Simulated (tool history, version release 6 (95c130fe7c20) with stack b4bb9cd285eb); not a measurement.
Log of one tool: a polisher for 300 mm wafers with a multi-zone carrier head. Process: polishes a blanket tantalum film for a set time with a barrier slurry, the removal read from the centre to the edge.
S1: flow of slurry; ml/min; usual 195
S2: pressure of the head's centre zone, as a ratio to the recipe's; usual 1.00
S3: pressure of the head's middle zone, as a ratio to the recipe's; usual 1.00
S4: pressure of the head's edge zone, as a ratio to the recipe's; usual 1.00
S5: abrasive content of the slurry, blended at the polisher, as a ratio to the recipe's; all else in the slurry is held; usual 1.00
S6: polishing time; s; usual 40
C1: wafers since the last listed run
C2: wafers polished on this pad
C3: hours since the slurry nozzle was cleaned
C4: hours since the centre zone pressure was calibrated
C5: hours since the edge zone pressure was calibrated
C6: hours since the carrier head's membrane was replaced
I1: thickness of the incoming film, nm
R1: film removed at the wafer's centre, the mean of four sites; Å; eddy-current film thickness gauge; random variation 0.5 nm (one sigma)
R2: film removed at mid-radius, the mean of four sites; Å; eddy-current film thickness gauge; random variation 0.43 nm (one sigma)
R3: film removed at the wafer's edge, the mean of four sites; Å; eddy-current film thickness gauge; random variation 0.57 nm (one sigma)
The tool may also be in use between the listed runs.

Run 1, day 0.000: usual settings; C1 0; C2 227; C3 511.4; C4 377.5; C5 36.3; C6 0.5; I1 439.7. Result: R1 443 Å, R2 442 Å, R3 448 Å.
Run 2, day 1.429: usual settings; C1 474; C2 701; C3 545.7; C4 411.8; C5 70.6; C6 34.8; I1 439.9. Result: R1 453 Å, R2 445 Å, R3 449 Å.
At day 1.717: slurry nozzle cleaned.
Run 3, day 2.542: usual settings; C1 355; C2 1057; C3 19.8; C4 438.5; C5 97.3; C6 61.5; I1 430.1. Result: R1 490 Å, R2 466 Å, R3 481 Å.
Run 4, day 3.929: usual settings; C1 460; C2 1517; C3 53.1; C4 471.8; C5 130.6; C6 94.8; I1 442.8. Result: R1 492 Å, R2 459 Å, R3 469 Å.
Run 5, day 5.229: usual settings; C1 431; C2 1949; C3 84.3; C4 503.0; C5 161.8; C6 126.0; I1 441.3. Result: R1 495 Å, R2 461 Å, R3 476 Å.
Run 6, day 6.458: usual settings; C1 407; C2 2357; C3 113.8; C4 532.5; C5 191.3; C6 155.5; I1 442.4. Result: R1 495 Å, R2 465 Å, R3 476 Å.
At day 7.046: worn pad replaced by a new one.
Run 7, day 7.250: usual settings but S4 1.11; C1 207; C2 68; C3 132.8; C4 551.5; C5 210.3; C6 174.5; I1 444.9. Result: R1 482 Å, R2 466 Å, R3 490 Å.
Run 8, day 8.200: usual settings but S3 1.05; C1 315; C2 383; C3 155.6; C4 574.3; C5 233.1; C6 197.3; I1 435.7. Result: R1 477 Å, R2 472 Å, R3 468 Å.
Run 9, day 8.892: usual settings but S2 0.91, S4 1.06, S5 1.20, S6 44 s; C1 229; C2 613; C3 172.2; C4 590.9; C5 249.7; C6 213.9; I1 441.3. Result: R1 523 Å, R2 533 Å, R3 567 Å.
Run 10, day 9.921: usual settings but S6 49 s; C1 341; C2 954; C3 196.9; C4 615.6; C5 274.4; C6 238.6; I1 439.5. Result: R1 603 Å, R2 555 Å, R3 548 Å.
Run 11, day 10.429: usual settings but S3 0.96, S4 1.08; C1 168; C2 1123; C3 209.1; C4 627.8; C5 286.6; C6 250.8; I1 443.4. Result: R1 496 Å, R2 442 Å, R3 476 Å.
Run 12, day 11.592: usual settings but S1 255 ml/min, S4 1.07; C1 385; C2 1509; C3 237.0; C4 655.7; C5 314.5; C6 278.7; I1 430.1. Result: R1 512 Å, R2 473 Å, R3 486 Å.
Run 13, day 12.996: usual settings but S4 1.11, S6 29 s; C1 466; C2 1975; C3 270.7; C4 689.4; C5 348.2; C6 312.4; I1 439.9. Result: R1 357 Å, R2 324 Å, R3 350 Å.
At day 14.012: worn pad replaced by a new one.
At day 14.054: centre zone pressure recalibrated.
Run 14, day 14.096: usual settings but S6 36 s; C1 296; C2 14; C3 297.1; C4 1.0; C5 374.6; C6 338.8; I1 445.8. Result: R1 415 Å, R2 408 Å, R3 416 Å.
Run 15, day 15.392: usual settings; C1 430; C2 444; C3 328.2; C4 32.1; C5 405.7; C6 369.9; I1 446.0. Result: R1 464 Å, R2 448 Å, R3 448 Å.
Run 16, day 16.458: usual settings but S6 35 s; C1 354; C2 798; C3 353.8; C4 57.7; C5 431.3; C6 395.5; I1 439.2. Result: R1 404 Å, R2 393 Å, R3 392 Å.
Run 17, day 17.092: usual settings but S3 0.96, S4 0.93; C1 210; C2 1008; C3 369.0; C4 72.9; C5 446.5; C6 410.7; I1 433.9. Result: R1 471 Å, R2 434 Å, R3 444 Å.
Run 18, day 18.150: usual settings but S2 0.92, S4 1.06; C1 351; C2 1359; C3 394.4; C4 98.3; C5 471.9; C6 436.1; I1 442.3. Result: R1 421 Å, R2 445 Å, R3 480 Å.
Run 19, day 18.750: usual settings; C1 199; C2 1558; C3 408.8; C4 112.7; C5 486.3; C6 450.5; I1 439.8. Result: R1 462 Å, R2 439 Å, R3 463 Å.
Run 20, day 19.900: usual settings but S6 35 s; C1 381; C2 1940; C3 436.4; C4 140.3; C5 513.9; C6 478.1; I1 440.4. Result: R1 405 Å, R2 390 Å, R3 397 Å.
Run 21, day 20.575: usual settings but S5 0.85; C1 224; C2 2164; C3 452.6; C4 156.5; C5 530.1; C6 494.3; I1 438.9. Result: R1 438 Å, R2 427 Å, R3 426 Å.
At day 21.738: worn pad replaced by a new one.
Run 22, day 21.912: usual settings; C1 388; C2 58; C3 484.7; C4 188.6; C5 562.2; C6 526.4; I1 439.2. Result: R1 454 Å, R2 453 Å, R3 457 Å.
Run 23, day 22.833: usual settings but S2 0.93; C1 305; C2 363; C3 506.8; C4 210.7; C5 584.3; C6 548.5; I1 439.9. Result: R1 425 Å, R2 442 Å, R3 468 Å.

The tool's hidden state at each run:
removal rate lost through wear of the pad, %: 0 in every run
deviation of the edge zone's pressure from its setpoint, %: 0 in every run
H1: slurry flow missing at the pad, %
H2: deviation of the centre zone's pressure from its setpoint, %
run    H1    H2
  1  40.4  2.04
  2  40.9  2.52
  3   4.3  2.92
  4  9.39  3.46
  5  13.5  3.99
  6  16.8  4.53
  7  18.7   4.9
  8  20.8  5.35
  9  22.2  5.69
 10    24  6.22
 11  24.8  6.49
 12  26.6  7.12
 13  28.4  7.92
 14  29.6  1.73
 15  30.9  1.75
 16  31.8  1.79
 17  32.3  1.82
 18    33   1.9
 19  33.4  1.95
 20    34  2.08
 21  34.4  2.16
 22    35  2.36
 23  35.4  2.51
